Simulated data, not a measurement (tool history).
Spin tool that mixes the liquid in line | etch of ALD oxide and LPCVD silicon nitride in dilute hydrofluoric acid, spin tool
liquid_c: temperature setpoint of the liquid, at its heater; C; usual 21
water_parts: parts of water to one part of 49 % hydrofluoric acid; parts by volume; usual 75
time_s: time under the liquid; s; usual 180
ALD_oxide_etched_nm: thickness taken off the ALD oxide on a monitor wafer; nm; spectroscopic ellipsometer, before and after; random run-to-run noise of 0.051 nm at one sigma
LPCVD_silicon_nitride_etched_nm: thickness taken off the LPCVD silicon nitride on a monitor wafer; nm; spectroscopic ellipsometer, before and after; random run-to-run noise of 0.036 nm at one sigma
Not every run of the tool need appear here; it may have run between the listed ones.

| run | hour | liquid_c | water_parts | time_s | read-back film thickness of the ALD oxide reference wafer, read on the same gauge (nm) | read-back film thickness of the LPCVD silicon nitride reference wafer, read on the same gauge (nm) | ALD_oxide_etched_nm | LPCVD_silicon_nitride_etched_nm |
|---|---|---|---|---|---|---|---|---|
| 1 | 0 | 21 | 75 | 180 | 70.02 | 60.033 | 23.68 | 1.041 |
| 2 | 15.2 | 21 | 75 | 180 | 70.05 | 59.989 | 23.65 | 1.013 |
| 3 | 31.5 | 21 | 75 | 180 | 70 | 59.979 | 23.86 | 1.039 |
| 4 | 47.1 | 21 | 75 | 180 | 70.02 | 59.988 | 23.79 | 1.073 |
|  | 56.1 | gauge calibrated |
| 5 | 61.6 | 21 | 75 | 180 | 70.02 | 59.964 | 23.83 | 1.026 |
| 6 | 68.8 | 21 | 75 | 180 | 69.97 | 59.995 | 23.86 | 0.945 |
| 7 | 78.2 | 21 | 85 | 235 | 70.05 | 59.973 | 27.2 | 1.148 |
| 8 | 95.5 | 21 | 75 | 180 | 70.01 | 59.991 | 23.87 | 0.995 |
| 9 | 105.1 | 21 | 55 | 285 | 69.96 | 60.035 | 52.48 | 2.162 |
|  | 106.9 | hydrofluoric acid flow meter replaced |
| 10 | 112.1 | 17.5 | 110 | 100 | 70.05 | 60.011 | 6.65 | 0.273 |
|  | 128.8 | thermometer replaced |
| 11 | 140 | 17.5 | 65 | 180 | 70.04 | 59.967 | 21.35 | 0.817 |
| 12 | 154 | 24.5 | 55 | 120 | 69.99 | 59.971 | 22.85 | 1.094 |
| 13 | 162.6 | 23.5 | 110 | 135 | 70 | 59.975 | 11.54 | 0.548 |
| 14 | 175.4 | 23 | 40 | 265 | 69.97 | 60 | 66.49 | 2.737 |

Here are 5 independent what-if runs from the current tool condition. What would each one return?
| A | 175.9 | 21 | 40 | 180 | ? | ? | ? | ? |
| B | 175.9 | 17.5 | 40 | 265 | ? | ? | ? | ? |
| C | 175.9 | 21 | 50 | 215 | ? | ? | ? | ? |
| D | 175.9 | 24.5 | 115 | 125 | ? | ? | ? | ? |
| E | 175.9 | 17 | 75 | 180 | ? | ? | ? | ? |

| run | read-back film thickness of the ALD oxide reference wafer, read on the same gauge (nm) | read-back film thickness of the LPCVD silicon nitride reference wafer, read on the same gauge (nm) | ALD_oxide_etched_nm | LPCVD_silicon_nitride_etched_nm |
|---|---|---|---|---|
| A | 69.98 | 60.004 | 41.48 | 1.715 |
| B | 69.98 | 60.004 | 52.52 | 1.975 |
| C | 69.98 | 60.004 | 39.15 | 1.649 |
| D | 69.98 | 60.004 | 10.55 | 0.536 |
| E | 69.98 | 60.004 | 17.92 | 0.704 |
Had the tool no hidden state, the same runs would have come out as:
| run | ALD_oxide_etched_nm | LPCVD_silicon_nitride_etched_nm |
|---|---|---|
| A | 40.62 | 1.682 |
| B | 51.44 | 1.937 |
| C | 38.34 | 1.617 |
| D | 10.31 | 0.525 |
| E | 17.54 | 0.691 |

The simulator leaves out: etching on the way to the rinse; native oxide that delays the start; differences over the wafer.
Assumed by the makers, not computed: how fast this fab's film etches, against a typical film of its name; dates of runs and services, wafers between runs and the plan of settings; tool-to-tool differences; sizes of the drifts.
